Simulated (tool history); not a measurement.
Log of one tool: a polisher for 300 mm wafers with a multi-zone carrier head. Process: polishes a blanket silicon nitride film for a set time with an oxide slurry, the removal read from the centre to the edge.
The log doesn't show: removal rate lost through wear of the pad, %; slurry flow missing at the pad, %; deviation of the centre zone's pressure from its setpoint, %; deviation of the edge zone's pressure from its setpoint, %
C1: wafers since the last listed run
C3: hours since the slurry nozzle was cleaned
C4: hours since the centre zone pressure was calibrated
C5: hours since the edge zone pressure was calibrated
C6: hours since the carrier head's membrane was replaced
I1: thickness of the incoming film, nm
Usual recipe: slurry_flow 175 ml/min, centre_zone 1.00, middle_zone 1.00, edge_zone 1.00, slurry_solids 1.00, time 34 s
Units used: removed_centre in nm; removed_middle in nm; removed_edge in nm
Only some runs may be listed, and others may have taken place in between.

Run 1, day 0.000: usual settings but centre_zone 1.03; C1 0; wafers polished on this pad 5365; C3 54.5; C4 101.9; C5 758.6; C6 783.8; I1 484.5. Result: removed_centre 28.7 nm, removed_middle 28.3 nm, removed_edge 28.2 nm.
At day 0.862: worn pad replaced by a new one.
Run 2, day 4.167: usual settings but centre_zone 0.94, time 28 s; C1 943; wafers polished on this pad 779; C3 154.5; C4 201.9; C5 858.6; C6 883.8; I1 493.0. Result: removed_centre 23.3 nm, removed_middle 24.3 nm, removed_edge 24.6 nm.
Run 3, day 5.821: usual settings but centre_zone 0.94, time 28 s; C1 390; wafers polished on this pad 1169; C3 194.2; C4 241.6; C5 898.3; C6 923.5; I1 496.6. Result: removed_centre 22.9 nm, removed_middle 23.8 nm, removed_edge 23.9 nm.
Run 4, day 10.279: usual settings but centre_zone 0.94, time 28 s; C1 1051; wafers polished on this pad 2220; C3 301.2; C4 348.6; C5 1005.3; C6 1030.5; I1 489.2. Result: removed_centre 22.9 nm, removed_middle 23.6 nm, removed_edge 23.8 nm.
Run 5, day 12.742: usual settings but centre_zone 1.08, time 26 s; C1 580; wafers polished on this pad 2801; C3 360.3; C4 407.7; C5 1064.4; C6 1089.6; I1 490.8. Result: removed_centre 23.4 nm, removed_middle 21.7 nm, removed_edge 22.0 nm.
Run 6, day 16.358: usual settings; C1 852; wafers polished on this pad 3654; C3 447.1; C4 494.5; C5 1151.2; C6 1176.4; I1 491.8. Result: removed_centre 28.4 nm, removed_middle 28.5 nm, removed_edge 28.6 nm.
Run 7, day 19.333: usual settings but centre_zone 1.12, middle_zone 0.96, slurry_solids 0.90; C1 701; wafers polished on this pad 4355; C3 518.5; C4 565.9; C5 1222.6; C6 1247.8; I1 494.5. Result: removed_centre 30.1 nm, removed_middle 26.4 nm, removed_edge 27.0 nm.
At day 20.721: worn pad replaced by a new one.
Run 8, day 20.971: usual settings but middle_zone 1.07, time 29 s; C1 346; wafers polished on this pad 58; C3 557.8; C4 605.2; C5 1261.9; C6 1287.1; I1 493.1. Result: removed_centre 25.7 nm, removed_middle 27.4 nm, removed_edge 26.4 nm.
At day 21.229: edge zone pressure recalibrated.
Run 9, day 25.271: usual settings but slurry_solids 1.25; C1 994; wafers polished on this pad 1053; C3 661.0; C4 708.4; C5 97.0; C6 1390.3; I1 485.7. Result: removed_centre 31.8 nm, removed_middle 31.6 nm, removed_edge 31.6 nm.
Run 10, day 27.083: usual settings but time 26 s; C1 427; wafers polished on this pad 1480; C3 704.5; C4 751.9; C5 140.5; C6 1433.8; I1 485.7. Result: removed_centre 22.7 nm, removed_middle 22.6 nm, removed_edge 22.6 nm.
Run 11, day 30.754: usual settings but slurry_flow 200 ml/min, centre_zone 1.04; C1 865; wafers polished on this pad 2346; C3 792.6; C4 840.0; C5 228.6; C6 1521.9; I1 486.6. Result: removed_centre 30.6 nm, removed_middle 29.8 nm, removed_edge 29.6 nm.
At day 30.858: centre zone pressure recalibrated.
At day 34.821: carrier head's membrane replaced by a new one, of another model than before.
At day 38.617: slurry nozzle cleaned.
Run 12, day 42.929: usual settings; C1 2792; wafers polished on this pad 5139; C3 103.5; C4 289.7; C5 520.8; C6 194.6; I1 493.3. Result: removed_centre 27.9 nm, removed_middle 28.4 nm, removed_edge 28.3 nm.
At day 45.904: worn pad replaced by a new one.
Run 13, day 46.388: usual settings but edge_zone 1.11; C1 776; wafers polished on this pad 113; C3 186.5; C4 372.7; C5 603.8; C6 277.6; I1 499.8. Result: removed_centre 30.7 nm, removed_middle 30.5 nm, removed_edge 30.9 nm.
Run 14, day 49.250: usual settings; C1 675; wafers polished on this pad 788; C3 255.2; C4 441.4; C5 672.5; C6 346.3; I1 490.7. Result: removed_centre 29.5 nm, removed_middle 30.0 nm, removed_edge 29.9 nm.
Run 15, day 50.758: usual settings but slurry_solids 0.75; C1 355; wafers polished on this pad 1144; C3 291.4; C4 477.6; C5 708.7; C6 382.5; I1 494.7. Result: removed_centre 26.8 nm, removed_middle 26.9 nm, removed_edge 27.6 nm.
Run 16, day 54.275: usual settings but middle_zone 1.04, time 46 s; C1 829; wafers polished on this pad 1974; C3 375.8; C4 562.0; C5 793.1; C6 466.9; I1 496.9. Result: removed_centre 39.6 nm, removed_middle 39.7 nm, removed_edge 38.7 nm.
Run 17, day 56.908: usual settings but middle_zone 1.03, edge_zone 1.10, slurry_solids 1.10; C1 621; wafers polished on this pad 2595; C3 439.0; C4 625.2; C5 856.3; C6 530.1; I1 493.3. Result: removed_centre 29.9 nm, removed_middle 29.9 nm, removed_edge 29.9 nm.
Run 18, day 60.438: usual settings but middle_zone 1.09, edge_zone 0.90; C1 832; wafers polished on this pad 3427; C3 523.7; C4 709.9; C5 941.0; C6 614.8; I1 494.0. Result: removed_centre 28.4 nm, removed_middle 29.1 nm, removed_edge 27.7 nm.
Run 19, day 64.875: usual settings but slurry_solids 1.25, time 38 s; C1 1046; wafers polished on this pad 4473; C3 630.2; C4 816.4; C5 1047.5; C6 721.3; I1 489.6. Result: removed_centre 33.0 nm, removed_middle 33.1 nm, removed_edge 33.6 nm.
At day 65.738: worn pad replaced by a new one.
Run 20, day 66.725: usual settings but slurry_flow 225 ml/min, centre_zone 0.96, edge_zone 1.10, time 27 s; C1 396; wafers polished on this pad 233; C3 674.6; C4 860.8; C5 1091.9; C6 765.7; I1 492.1. Result: removed_centre 24.9 nm, removed_middle 24.7 nm, removed_edge 24.7 nm.

Alternative continuations, all from the tool just after run 20; predict every row:
Run A, day 66.742: usual settings but edge_zone 1.10; C1 3; wafers polished on this pad 237; C3 675.0; C4 861.2; C5 1092.3; C6 766.1; I1 498.7. Result: removed_centre ?, removed_middle ?, removed_edge ?.
Run B, day 66.742: usual settings but centre_zone 1.08; C1 3; wafers polished on this pad 237; C3 675.0; C4 861.2; C5 1092.3; C6 766.1; I1 498.7. Result: removed_centre ?, removed_middle ?, removed_edge ?.
Run C, day 66.742: usual settings but middle_zone 0.95, time 30 s; C1 3; wafers polished on this pad 237; C3 675.0; C4 861.2; C5 1092.3; C6 766.1; I1 498.7. Result: removed_centre ?, removed_middle ?, removed_edge ?.
Run D, day 66.742: usual settings but slurry_flow 150 ml/min, time 38 s; C1 3; wafers polished on this pad 237; C3 675.0; C4 861.2; C5 1092.3; C6 766.1; I1 498.7. Result: removed_centre ?, removed_middle ?, removed_edge ?.
Run E, day 66.742: usual settings but centre_zone 1.06, slurry_solids 1.25, time 23 s; C1 3; wafers polished on this pad 237; C3 675.0; C4 861.2; C5 1092.3; C6 766.1; I1 498.7. Result: removed_centre ?, removed_middle ?, removed_edge ?.

run  removed_centre  removed_middle  removed_edge
  A            30.0            30.7          31.4
  B            31.0            30.7          30.6
  C            26.4            26.5          27.0
  D            32.4            33.3          33.4
  E            22.2            22.1          22.0
Had the tool no hidden state, the same runs would have come out as:
run  removed_centre  removed_middle  removed_edge
  A            30.5            31.3          32.0
  B            31.6            31.3          31.2
  C            26.9            27.0          27.5
  D            33.0            33.9          34.1
  E            22.6            22.5          22.5

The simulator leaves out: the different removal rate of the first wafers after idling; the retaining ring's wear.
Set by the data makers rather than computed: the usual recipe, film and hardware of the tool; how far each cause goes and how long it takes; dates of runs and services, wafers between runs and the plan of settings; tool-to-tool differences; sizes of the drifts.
